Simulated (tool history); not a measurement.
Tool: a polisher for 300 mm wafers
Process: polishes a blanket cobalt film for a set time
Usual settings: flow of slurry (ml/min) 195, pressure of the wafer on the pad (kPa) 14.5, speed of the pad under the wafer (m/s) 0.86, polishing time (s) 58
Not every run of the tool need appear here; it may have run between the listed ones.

| run | hour | flow of slurry (ml/min) | pressure of the wafer on the pad (kPa) | speed of the pad under the wafer (m/s) | polishing time (s) | incoming thickness of the incoming film, nm | film removed (Å) |
|---|---|---|---|---|---|---|---|
| 1 | 0 | 195 | 14.5 | 0.86 | 58 | 1369.6 | 2150 |
| 2 | 43.1 | 195 | 17.2 | 0.86 | 58 | 1376.3 | 2539 |
| 3 | 102.6 | 195 | 17.2 | 0.86 | 58 | 1384.1 | 2562 |
| 4 | 171.4 | 195 | 17.2 | 0.86 | 58 | 1383.6 | 2575 |
| 5 | 206.5 | 215 | 14.5 | 0.86 | 58 | 1391.4 | 2133 |
| 6 | 275.6 | 215 | 14.5 | 0.86 | 58 | 1381.9 | 2128 |
| 7 | 313.1 | 150 | 14.5 | 0.86 | 47 | 1369 | 1680 |
| 8 | 343.9 | 150 | 14.5 | 0.86 | 47 | 1380.1 | 1678 |
| 9 | 368.8 | 195 | 11.7 | 0.86 | 74 | 1388.3 | 2181 |
| 10 | 411.9 | 195 | 14.5 | 0.86 | 64 | 1398.3 | 2340 |
| 11 | 440.2 | 195 | 14.5 | 0.86 | 64 | 1394.2 | 2350 |
| 12 | 470 | 195 | 14.5 | 0.86 | 58 | 1375.8 | 2122 |
| 13 | 539 | 195 | 14.5 | 0.86 | 58 | 1383.9 | 2120 |
| 14 | 565.9 | 210 | 14.5 | 0.86 | 58 | 1351.5 | 2152 |
| 15 | 595.7 | 195 | 11.7 | 1.1 | 72 | 1388.7 | 2715 |
| 16 | 775.8 | 195 | 12.4 | 0.86 | 73 | 1349.7 | 2318 |
| 17 | 803 | 130 | 11 | 0.86 | 51 | 1408.6 | 1334 |
| 18 | 853.3 | 195 | 19.3 | 0.64 | 39 | 1404.9 | 1443 |
| 19 | 902 | 195 | 14.5 | 0.86 | 58 | 1356.5 | 2101 |
| 20 | 946.1 | 195 | 14.5 | 0.86 | 58 | 1383.7 | 2129 |
| 21 | 973.4 | 195 | 14.5 | 0.86 | 53 | 1386 | 1956 |
| 22 | 1019.1 | 150 | 18.6 | 0.86 | 58 | 1395.8 | 2644 |
| 23 | 1046.3 | 255 | 14.5 | 0.86 | 58 | 1381.7 | 2171 |
| 24 | 1086 | 195 | 14.5 | 1.16 | 58 | 1378.9 | 2890 |
| 25 | 1130.1 | 195 | 19.3 | 0.64 | 39 | 1379.5 | 1417 |
| 26 | 1161.3 | 195 | 14.5 | 0.96 | 58 | 1399.4 | 2359 |
| 27 | 1218.2 | 195 | 14.5 | 0.86 | 58 | 1395.2 | 2148 |
| 28 | 1288.6 | 195 | 12.4 | 0.86 | 73 | 1383 | 2277 |
| 29 | 1352.1 | 195 | 14.5 | 0.78 | 58 | 1377.1 | 1913 |

Not shown: 10 entries that the log had between the listed runs. Between which runs, and how does the tool's hidden state differ before and after?
Logged between run 3 and run 4: slurry nozzle cleaned (hour 149.8)
  nothing in the hidden state changes from one run to the other
Logged between run 5 and run 6: worn pad replaced by a new one (hour 213.4)
  nothing in the hidden state changes from one run to the other
Logged between run 11 and run 12: worn pad replaced by a new one (hour 448)
  nothing in the hidden state changes from one run to the other
Logged between run 12 and run 13: slurry nozzle cleaned (hour 514.3)
  nothing in the hidden state changes from one run to the other
Logged between run 15 and run 16: head pressure recalibrated (hour 684.9); worn pad replaced by a new one (hour 687.7)
  nothing in the hidden state changes from one run to the other
Logged between run 18 and run 19: slurry nozzle cleaned (hour 881)
  nothing in the hidden state changes from one run to the other
Logged between run 19 and run 20: worn pad replaced by a new one (hour 934.1)
  nothing in the hidden state changes from one run to the other
Logged between run 27 and run 28: slurry nozzle cleaned (hour 1232.6); worn pad replaced by a new one (hour 1244.3)
  nothing in the hidden state changes from one run to the other
